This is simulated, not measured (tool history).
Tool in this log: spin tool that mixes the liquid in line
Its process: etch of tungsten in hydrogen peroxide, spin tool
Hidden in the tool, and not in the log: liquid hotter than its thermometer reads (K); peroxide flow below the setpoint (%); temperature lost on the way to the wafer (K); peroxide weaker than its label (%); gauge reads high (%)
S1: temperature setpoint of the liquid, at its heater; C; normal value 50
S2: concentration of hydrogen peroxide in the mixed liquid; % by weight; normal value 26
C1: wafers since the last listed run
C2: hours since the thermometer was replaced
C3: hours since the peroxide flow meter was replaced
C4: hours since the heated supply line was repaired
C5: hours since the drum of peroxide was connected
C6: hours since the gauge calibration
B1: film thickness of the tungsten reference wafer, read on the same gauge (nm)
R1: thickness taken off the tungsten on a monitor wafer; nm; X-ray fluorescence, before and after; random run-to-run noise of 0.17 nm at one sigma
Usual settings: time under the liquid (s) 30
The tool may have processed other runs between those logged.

{"run": 1, "day": 0.0, "S1": 50, "S2": 26, "time under the liquid (s)": 45, "C1": 0, "C2": 2093.4, "C3": 727.7, "C4": 3108.5, "C5": 1249.7, "C6": 431.3, "B1": 39.99, "R1": 58.83}
{"run": 2, "day": 0.558, "S1": 50, "S2": 26, "time under the liquid (s)": 30, "C1": 163, "C2": 2106.8, "C3": 741.1, "C4": 3121.9, "C5": 1263.1, "C6": 444.7, "B1": 40.02, "R1": 39.32}
{"day": 0.858, "done": "heated supply line repaired"}
{"run": 3, "day": 1.167, "S1": 50, "S2": 26, "time under the liquid (s)": 30, "C1": 165, "C2": 2121.4, "C3": 755.7, "C4": 7.4, "C5": 1277.7, "C6": 459.3, "B1": 40, "R1": 49.9}
{"day": 1.233, "done": "gauge calibrated"}
{"run": 4, "day": 1.571, "S1": 57, "S2": 26, "time under the liquid (s)": 30, "C1": 118, "C2": 2131.1, "C3": 765.4, "C4": 17.1, "C5": 1287.4, "C6": 8.1, "B1": 40.01, "R1": 75.63}
{"run": 5, "day": 1.846, "S1": 57, "S2": 26, "time under the liquid (s)": 30, "C1": 80, "C2": 2137.7, "C3": 772, "C4": 23.7, "C5": 1294, "C6": 14.7, "B1": 40.01, "R1": 75.5}
{"run": 6, "day": 2.212, "S1": 57, "S2": 26, "time under the liquid (s)": 30, "C1": 107, "C2": 2146.5, "C3": 780.8, "C4": 32.5, "C5": 1302.8, "C6": 23.5, "B1": 39.97, "R1": 75.94}
{"run": 7, "day": 2.575, "S1": 53, "S2": 26, "time under the liquid (s)": 25, "C1": 106, "C2": 2155.2, "C3": 789.5, "C4": 41.2, "C5": 1311.5, "C6": 32.2, "B1": 40.02, "R1": 49.55}
{"run": 8, "day": 3.175, "S1": 50, "S2": 18.5, "time under the liquid (s)": 30, "C1": 175, "C2": 2169.6, "C3": 803.9, "C4": 55.6, "C5": 1325.9, "C6": 46.6, "B1": 40, "R1": 41.88}
{"day": 3.962, "done": "peroxide flow meter replaced"}
{"run": 9, "day": 4.079, "S1": 54.5, "S2": 26, "time under the liquid (s)": 30, "C1": 252, "C2": 2191.3, "C3": 2.8, "C4": 77.3, "C5": 1347.6, "C6": 68.3, "B1": 40.01, "R1": 64.88}
{"day": 4.671, "done": "thermometer replaced"}
{"run": 10, "day": 4.746, "S1": 50, "S2": 23.5, "time under the liquid (s)": 30, "C1": 182, "C2": 1.8, "C3": 18.8, "C4": 93.3, "C5": 1363.6, "C6": 84.3, "B1": 39.98, "R1": 47.18}
{"run": 11, "day": 5.292, "S1": 50, "S2": 26, "time under the liquid (s)": 30, "C1": 159, "C2": 14.9, "C3": 31.9, "C4": 106.4, "C5": 1376.7, "C6": 97.4, "B1": 40.03, "R1": 49.55}
{"run": 12, "day": 5.667, "S1": 50, "S2": 26, "time under the liquid (s)": 30, "C1": 109, "C2": 23.9, "C3": 40.9, "C4": 115.4, "C5": 1385.7, "C6": 106.4, "B1": 39.99, "R1": 49.77}
{"day": 6.325, "done": "new drum of peroxide connected"}
{"run": 13, "day": 7.146, "S1": 56.5, "S2": 30, "time under the liquid (s)": 15, "C1": 420, "C2": 59.4, "C3": 76.4, "C4": 150.9, "C5": 19.7, "C6": 141.9, "B1": 39.99, "R1": 39.13}
{"run": 14, "day": 7.475, "S1": 50, "S2": 26, "time under the liquid (s)": 30, "C1": 96, "C2": 67.3, "C3": 84.3, "C4": 158.8, "C5": 27.6, "C6": 149.8, "B1": 40, "R1": 49.05}
{"run": 15, "day": 7.95, "S1": 59.5, "S2": 30, "time under the liquid (s)": 30, "C1": 138, "C2": 78.7, "C3": 95.7, "C4": 170.2, "C5": 39, "C6": 161.2, "B1": 40.01, "R1": 92.73}
{"run": 16, "day": 8.217, "S1": 47, "S2": 19, "time under the liquid (s)": 40, "C1": 77, "C2": 85.1, "C3": 102.1, "C4": 176.6, "C5": 45.4, "C6": 167.6, "B1": 39.97, "R1": 46.66}
{"run": 17, "day": 9.975, "S1": 50, "S2": 30, "time under the liquid (s)": 30, "C1": 514, "C2": 127.3, "C3": 144.3, "C4": 218.8, "C5": 87.6, "C6": 209.8, "B1": 40.02, "R1": 52.75}
{"run": 18, "day": 10.704, "S1": 50, "S2": 30, "time under the liquid (s)": 15, "C1": 213, "C2": 144.8, "C3": 161.8, "C4": 236.3, "C5": 105.1, "C6": 227.3, "B1": 39.98, "R1": 26.46}
{"run": 19, "day": 11.167, "S1": 50, "S2": 23, "time under the liquid (s)": 30, "C1": 135, "C2": 155.9, "C3": 172.9, "C4": 247.4, "C5": 116.2, "C6": 238.4, "B1": 40.02, "R1": 45.68}
{"run": 20, "day": 11.7, "S1": 50, "S2": 26, "time under the liquid (s)": 30, "C1": 155, "C2": 168.7, "C3": 185.7, "C4": 260.2, "C5": 129, "C6": 251.2, "B1": 39.99, "R1": 48.68}
{"run": 21, "day": 12.329, "S1": 43, "S2": 26, "time under the liquid (s)": 20, "C1": 184, "C2": 183.8, "C3": 200.8, "C4": 275.3, "C5": 144.1, "C6": 266.3, "B1": 40.02, "R1": 20.96}
{"run": 22, "day": 12.708, "S1": 50, "S2": 26, "time under the liquid (s)": 15, "C1": 110, "C2": 192.9, "C3": 209.9, "C4": 284.4, "C5": 153.2, "C6": 275.4, "B1": 40.03, "R1": 24.49}
{"run": 23, "day": 13.1, "S1": 50, "S2": 26, "time under the liquid (s)": 50, "C1": 114, "C2": 202.3, "C3": 219.3, "C4": 293.8, "C5": 162.6, "C6": 284.8, "B1": 39.97, "R1": 81.54}
{"run": 24, "day": 13.504, "S1": 47.5, "S2": 21, "time under the liquid (s)": 30, "C1": 118, "C2": 212, "C3": 229, "C4": 303.5, "C5": 172.3, "C6": 294.5, "B1": 40, "R1": 37.63}
{"run": 25, "day": 13.833, "S1": 50, "S2": 18.5, "time under the liquid (s)": 30, "C1": 96, "C2": 219.9, "C3": 236.9, "C4": 311.4, "C5": 180.2, "C6": 302.4, "B1": 39.98, "R1": 41.1}

How the hidden state differs across the entries between the runs, from the last listed run before each to the first after it:
Run 2 -> run 3: heated supply line repaired (day 0.858)
  temperature lost on the way to the wafer (K): 3.94 -> 0.0492
  what was measured, less what the result would be without the hidden state, R1: -10.85 -> -0.15 nm
Run 3 -> run 4: gauge calibrated (day 1.233)
  temperature lost on the way to the wafer (K): 0.0492 -> 0.0607
  what was measured, less what the result would be without the hidden state, R1: -0.15 -> -0.27 nm
Run 8 -> run 9: peroxide flow meter replaced (day 3.962)
  temperature lost on the way to the wafer (K): 0.106 -> 0.132
  what was measured, less what the result would be without the hidden state, R1: -0.29 -> -0.5 nm
Run 9 -> run 10: thermometer replaced (day 4.671)
  temperature lost on the way to the wafer (K): 0.132 -> 0.151
  what was measured, less what the result would be without the hidden state, R1: -0.5 -> -0.44 nm
Run 12 -> run 13: new drum of peroxide connected (day 6.325)
  temperature lost on the way to the wafer (K): 0.177 -> 0.219
  what was measured, less what the result would be without the hidden state, R1: -0.55 -> -0.51 nm

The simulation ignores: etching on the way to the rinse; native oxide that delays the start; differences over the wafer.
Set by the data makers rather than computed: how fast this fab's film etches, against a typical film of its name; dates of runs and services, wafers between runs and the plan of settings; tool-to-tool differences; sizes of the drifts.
